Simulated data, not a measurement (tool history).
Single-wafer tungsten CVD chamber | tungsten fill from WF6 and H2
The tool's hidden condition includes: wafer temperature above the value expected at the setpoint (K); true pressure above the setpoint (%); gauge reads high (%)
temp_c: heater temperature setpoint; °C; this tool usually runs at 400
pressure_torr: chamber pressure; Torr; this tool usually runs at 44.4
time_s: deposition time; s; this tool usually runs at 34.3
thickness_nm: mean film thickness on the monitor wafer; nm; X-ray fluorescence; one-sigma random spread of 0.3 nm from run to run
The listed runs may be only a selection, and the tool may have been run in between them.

run,hour,temp_c,pressure_torr,time_s,wafers since the last listed run,hours since the last thermocouple change,hours since the last manometer calibration,hours since the showerhead was replaced,hours since the gauge calibration,"read-back reference wafer on the same gauge, thickness_nm",thickness_nm
1,0.0,400,44.4,34.3,0,1511.4,1012.3,4999.4,639.3,146.032,126.209
2,92.0,400,44.4,34.3,2151,1603.4,1104.3,5091.4,731.3,146.203,125.809
3,198.0,400,44.4,34.3,2478,1709.4,1210.3,5197.4,837.3,146.514,126.147
4,247.2,400,44.4,34.3,1150,1758.6,1259.5,5246.6,886.5,146.453,126.417
5,303.8,400,44.4,34.3,1323,1815.2,1316.1,5303.2,943.1,146.571,126.093
6,376.9,400,44.4,34.3,1709,1888.3,1389.2,5376.3,1016.2,146.551,126.381
7,533.7,400,47.3,34.3,3666,2045.1,1546.0,5533.1,1173.0,146.581,130.802
8,637.3,400,44.4,34.3,2422,2148.7,1649.6,5636.7,1276.6,146.987,126.814
9,691.5,400,44.4,34.3,1267,2202.9,1703.8,5690.9,1330.8,147.125,127.094
10,745.3,400,44.4,30.0,1257,2256.7,1757.6,5744.7,1384.6,147.091,110.530
11,843.5,400,44.4,30.0,2295,2354.9,1855.8,5842.9,1482.8,147.197,111.234
12,1012.9,400,49.1,34.3,3960,2524.3,2025.2,6012.3,1652.2,147.384,133.366
13,1108.2,400,44.4,34.3,2228,2619.6,2120.5,6107.6,1747.5,147.533,126.966
# hour 1125.4: gauge calibrated
# hour 1142.2: capacitance manometer re-zeroed and calibrated
14,1152.4,400,44.4,34.3,846,2663.8,10.2,6151.8,27.0,145.111,125.143
# hour 1164.9: showerhead replaced
15,1242.6,413,49.8,41.0,1921,2754.0,100.4,77.7,117.2,145.088,195.111
16,1285.0,391,44.4,34.3,991,2796.4,142.8,120.1,159.6,145.176,106.922
# hour 1308.4: thermocouple changed; heater temperature recalibrated
17,1327.5,400,44.4,34.3,806,19.1,185.3,162.6,202.1,145.327,124.951
18,1396.6,400,44.4,34.3,1615,88.2,254.4,231.7,271.2,145.494,125.741
19,1470.0,400,54.1,34.3,1716,161.6,327.8,305.1,344.6,145.404,138.093

Run 20 has not been measured yet. What should we expect?
20,1574.2,400,44.4,34.3,2436,265.8,432.0,409.3,448.8,?,?

read-back reference wafer on the same gauge, thickness_nm: 145.567
thickness_nm: 125.571 nm
With no hidden state in the tool, this same run would have given thickness_nm 125.066 nm.
